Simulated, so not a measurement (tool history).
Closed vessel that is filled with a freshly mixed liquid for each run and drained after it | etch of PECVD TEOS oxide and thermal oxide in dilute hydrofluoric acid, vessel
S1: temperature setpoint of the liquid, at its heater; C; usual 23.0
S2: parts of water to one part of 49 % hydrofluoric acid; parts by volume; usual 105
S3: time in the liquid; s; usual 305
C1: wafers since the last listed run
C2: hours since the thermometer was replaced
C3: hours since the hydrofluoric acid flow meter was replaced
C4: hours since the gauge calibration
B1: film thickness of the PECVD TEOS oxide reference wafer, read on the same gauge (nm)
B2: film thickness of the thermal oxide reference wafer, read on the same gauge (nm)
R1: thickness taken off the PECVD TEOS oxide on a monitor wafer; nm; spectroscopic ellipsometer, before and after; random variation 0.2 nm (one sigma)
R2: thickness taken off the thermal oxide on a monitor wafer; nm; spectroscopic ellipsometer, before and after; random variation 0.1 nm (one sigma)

run   hour    S1   S2   S3    C1      C2      C3     C4      B1      B2     R1     R2
  1    0.0  21.5   90  305     0  1529.3  2217.6  217.1  120.00  140.01  39.12  13.83
  2   14.1  21.5   90  305  1422  1543.4  2231.7  231.2  119.97  140.00  38.89  13.96
  3   24.3  23.0  105  305  1029  1553.6  2241.9  241.4  119.96  139.98  35.16  12.43
  4   36.0  23.0  105  305  1180  1565.3  2253.6  253.1  119.98  140.00  35.33  12.56
  5   52.9  23.0  105  305  1705  1582.2  2270.5  270.0  120.02  140.02  34.91  12.37
  6   69.5  23.0  105  305  1674  1598.8  2287.1  286.6  119.97  140.00  35.00  12.32
  7   77.0  23.0  130  305   756  1606.3  2294.6  294.1  120.01  140.00  27.45   9.72
  8   94.9  23.0  105  305  1806  1624.2  2312.5  312.0  119.99  140.03  34.67  12.31
  9  101.9  23.0  105  305   706  1631.2  2319.5  319.0  119.99  140.00  34.97  12.21
 10  114.3  23.0  105  305  1251  1643.6  2331.9  331.4  120.02  140.00  34.98  12.20
     122.7  -- hydrofluoric acid flow meter replaced
 11  127.2  25.5   70  305  1200  1656.5     4.5  344.3  120.00  140.00  69.80  24.66
 12  133.5  25.5   70  305   635  1662.8    10.8  350.6  119.98  139.99  69.79  24.49
     147.8  -- thermometer replaced
 13  148.7  23.0  105  305  1432     0.9    26.0  365.8  119.98  140.01  40.62  14.10
 14  162.7  23.0  105  305  1412    14.9    40.0  379.8  120.00  140.00  40.18  14.34
 15  180.2  23.0  135  305  1765    32.4    57.5  397.3  120.02  140.01  29.85  10.60
 16  224.5  27.5  140  445  4469    76.7   101.8  441.6  120.01  140.00  49.51  17.57
 17  234.2  23.0  105  305   978    86.4   111.5  451.3  120.00  139.99  40.48  14.02
     236.5  -- gauge calibrated
 18  252.3  18.5  105  460  1826   104.5   129.6   15.8  120.00  140.01  50.63  17.77
 19  267.5  19.0  140  250  1533   119.7   144.8   31.0  120.03  140.01  20.08   7.03
 20  284.5  23.0  105  305  1715   136.7   161.8   48.0  119.99  139.97  40.01  14.02
 21  299.0  27.0  105  485  1462   151.2   176.3   62.5  120.02  140.01  74.01  25.99
 22  316.3  23.0   80  305  1745   168.5   193.6   79.8  120.00  140.01  53.90  18.90
 23  323.8  23.0  105  305   756   176.0   201.1   87.3  120.00  140.00  39.57  14.04
 24  338.7  27.0   60  205  1503   190.9   216.0  102.2  120.00  140.00  58.29  20.42
 25  345.1  23.0   90  385   645   197.3   222.4  108.6  120.04  140.00  60.04  21.05

Hidden state or all else? Some run-to-run changes of R1, split into what the settings, what came in and random variation would give without the hidden state, and what is left for the hidden state (with any gauge scatter that isn't in both results):
The hidden state here: liquid colder than its thermometer reads (K); hydrofluoric acid flow below the setpoint (%); gauge reads high (%).
Run 7 -> 8: S2 130 -> 105. R1 +7.22 nm: hidden state -1.18, all else +8.40.
Run 10 -> 11: S1 23.0 -> 25.5, S2 105 -> 70, hydrofluoric acid flow meter replaced. R1 +34.82 nm: hidden state +4.83, all else +29.99.
Run 20 -> 21: S1 23.0 -> 27.0, S3 305 -> 485. R1 +34.00 nm: hidden state -1.07, all else +35.07.

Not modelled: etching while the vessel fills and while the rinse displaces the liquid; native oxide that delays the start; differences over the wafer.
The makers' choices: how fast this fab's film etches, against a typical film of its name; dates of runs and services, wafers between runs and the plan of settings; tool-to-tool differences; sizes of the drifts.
